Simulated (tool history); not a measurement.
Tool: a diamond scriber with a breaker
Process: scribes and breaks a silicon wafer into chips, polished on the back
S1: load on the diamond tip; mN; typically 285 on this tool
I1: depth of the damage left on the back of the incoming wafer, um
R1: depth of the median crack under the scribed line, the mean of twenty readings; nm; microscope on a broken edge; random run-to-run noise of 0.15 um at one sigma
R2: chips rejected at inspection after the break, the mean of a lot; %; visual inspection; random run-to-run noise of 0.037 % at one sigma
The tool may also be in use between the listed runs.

run	day	S1	I1	R1	R2
1	0.000	348	0.05	13030	0.98
2	1.033	348	0.03	12710	1.09
3	1.783	348	0.03	12380	1.19
4	3.192	310	0.02	11000	5.31
5	4.458	285	0.03	9750	12.06
6	5.867	285	0.02	9590	13.25
7	6.717	285	0.04	9580	14.47
8	7.612	354	0.03	11950	2.78
9	8.517	355	0.01	11640	2.87
10	9.112	285	0.05	9260	17.87
11	10.288	334	0.04	10640	6.36
12	11.783	356	0.01	11080	4.98
# day 11.946: load on the tip recalibrated
13	13.279	347	0.04	13270	0.83
# day 13.817: diamond tip replaced by a new one
14	17.067	208	0.01	8640	22.50
15	18.188	332	0.02	14940	2.54

Hidden state or all else? Some run-to-run changes of R1, split into what the settings, what came in and random variation would give without the hidden state, and what is left for the hidden state (with any gauge scatter that isn't in both results):
What the log doesn't record here: share of the diamond tip's cutting effectiveness lost through wear, %; deviation of the load on the tip from its setpoint, %.
Run 13 -> 14: S1 347 -> 208, diamond tip replaced by a new one. R1 -4630 nm: hidden state +2640, all else -7270.
Run 14 -> 15: S1 208 -> 332. R1 +6300 nm: hidden state -350, all else +6650.
